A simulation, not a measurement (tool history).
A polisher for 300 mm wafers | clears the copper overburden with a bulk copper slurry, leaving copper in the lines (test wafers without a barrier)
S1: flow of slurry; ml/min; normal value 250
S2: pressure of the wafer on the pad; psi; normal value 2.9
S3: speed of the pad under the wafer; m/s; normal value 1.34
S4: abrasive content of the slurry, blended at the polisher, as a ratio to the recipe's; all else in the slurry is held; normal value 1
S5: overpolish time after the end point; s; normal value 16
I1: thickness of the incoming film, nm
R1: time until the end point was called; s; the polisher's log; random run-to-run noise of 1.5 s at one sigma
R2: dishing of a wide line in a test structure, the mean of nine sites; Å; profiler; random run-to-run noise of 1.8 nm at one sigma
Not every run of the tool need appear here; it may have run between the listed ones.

run,hour,S1,S2,S3,S4,S5,I1,R1,R2
1,0,250,2.9,1.34,1,16,999.7,94.3,750
# hour 57.8: slurry nozzle cleaned
2,87,250,2.9,1.34,1,16,1018.2,98.2,715
3,165.6,250,2.9,1.34,1,16,1015.3,106.2,698
# hour 183.7: slurry blender recalibrated
# hour 235.7: worn pad replaced by a new one
4,241.8,250,2.9,1.34,1,16,992.6,96,759
5,343.9,250,2.9,1.34,0.85,16,988,107.5,680
# hour 396.8: slurry nozzle cleaned
# hour 422.8: slurry blender recalibrated
6,430.7,250,2.9,1.34,0.85,16,980.9,101,738
# hour 486.8: worn pad replaced by a new one
7,513.3,250,2.9,1.34,0.85,16,993.4,102.9,704
8,580.2,250,2.9,1.34,1,16,994.4,100,726
9,671.9,250,2.9,1.34,1,16,991.9,104.3,681
# hour 720.4: slurry nozzle cleaned
# hour 737: slurry blender recalibrated
# hour 745.2: worn pad replaced by a new one
# hour 765.7: head pressure recalibrated
10,766.2,250,2.9,1.2,0.9,16,1005.5,107.4,701
11,821,205,3.7,1.34,1,25,997.3,76.4,1109
12,890.2,315,3.7,0.96,0.9,16,1013,118.2,657
13,932.6,250,2.9,0.98,1,11,986,145.1,429
14,998.7,225,2.9,1.74,0.75,16,985.7,97.7,713
# hour 1011.6: slurry blender recalibrated
# hour 1026.9: worn pad replaced by a new one
# hour 1046.1: slurry nozzle cleaned
15,1096.8,250,2.9,1.34,1,16,1000.5,96.5,756
16,1193.4,250,2.2,1.2,1.3,19,1006.1,141,619
# hour 1247.9: slurry blender recalibrated
17,1285.4,250,2.9,1.34,1,16,1000.7,101,731
# hour 1313.6: worn pad replaced by a new one
18,1323.7,295,2.9,1.52,1.25,20,1016.4,78.4,986
19,1367.8,250,2.9,1.34,1,22,993.8,100.5,875

Predict each of these 4 candidate next runs independently; none follows another, all start after run 19:
A,1368.2,250,2.9,1.34,1,19,1009,?,?
B,1368.2,180,3.2,1.74,0.9,16,1009,?,?
C,1368.2,250,2.9,1.54,1,20,1009,?,?
D,1368.2,250,3.9,1,1,16,1009,?,?

run,R1,R2
A,96.8,809
B,71.8,886
C,84.2,905
D,96.4,750
What these runs would have given with no unlogged condition in the tool:
run,R1,R2
A,86.7,865
B,64.4,942
C,75.4,960
D,86.4,808
